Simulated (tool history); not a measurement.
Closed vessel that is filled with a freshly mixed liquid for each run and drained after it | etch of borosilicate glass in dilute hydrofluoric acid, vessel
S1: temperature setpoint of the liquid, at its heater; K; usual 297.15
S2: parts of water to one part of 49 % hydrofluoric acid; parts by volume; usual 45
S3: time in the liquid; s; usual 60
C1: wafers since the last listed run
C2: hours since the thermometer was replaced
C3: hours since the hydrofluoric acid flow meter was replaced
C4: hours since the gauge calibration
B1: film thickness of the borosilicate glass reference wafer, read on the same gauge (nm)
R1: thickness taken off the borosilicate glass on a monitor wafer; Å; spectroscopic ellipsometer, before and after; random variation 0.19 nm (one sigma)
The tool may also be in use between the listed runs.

run,hour,S1,S2,S3,C1,C2,C3,C4,B1,R1
1,0,297.15,45,60,0,1574.1,1063.7,79.1,89.99,761.4
2,6.9,294.15,60,60,492,1581,1070.6,86,89.95,492.3
3,13.3,297.15,45,60,456,1587.4,1077,92.4,89.99,760.1
4,25.1,297.15,45,60,842,1599.2,1088.8,104.2,90.03,755.4
5,38.2,297.15,45,60,934,1612.3,1101.9,117.3,90,759.1
# hour 47.8: gauge calibrated
6,50,295.65,45,60,842,1624.1,1113.7,2.2,89.98,708.5
# hour 55.9: hydrofluoric acid flow meter replaced
7,56.9,297.15,45,35,421,1631,1,9.1,89.97,395.3
# hour 60.9: thermometer replaced
8,69.4,297.15,45,60,820,8.5,13.5,21.6,89.98,679.8
9,81.4,299.15,50,60,856,20.5,25.5,33.6,90.06,659.7
10,92.2,297.15,30,60,770,31.3,36.3,44.4,90,1042.6
11,107.3,301.65,40,75,1077,46.4,51.4,59.5,90.01,1156.1
12,114.4,297.15,60,50,506,53.5,58.5,66.6,90.03,419.5
13,130.8,301.15,35,35,1170,69.9,74.9,83,89.99,610.6
14,139.3,297.15,45,30,606,78.4,83.4,91.5,89.97,343.7

5 ways to go on from here, each from the tool as it stands after run 14. What would each give?
A,140,292.65,45,60,49,79.1,84.1,92.2,?,?
B,140,292.65,40,70,49,79.1,84.1,92.2,?,?
C,140,295.15,55,85,49,79.1,84.1,92.2,?,?
D,140,298.65,60,80,49,79.1,84.1,92.2,?,?
E,140,292.15,45,35,49,79.1,84.1,92.2,?,?

run,B1,R1
A,89.98,567.4
B,89.98,749.2
C,89.98,722.1
D,89.98,714.6
E,89.98,324
Without the tool's hidden state the same runs would have given:
run,R1
A,561.5
B,741.3
C,714.4
D,706.8
E,320.6

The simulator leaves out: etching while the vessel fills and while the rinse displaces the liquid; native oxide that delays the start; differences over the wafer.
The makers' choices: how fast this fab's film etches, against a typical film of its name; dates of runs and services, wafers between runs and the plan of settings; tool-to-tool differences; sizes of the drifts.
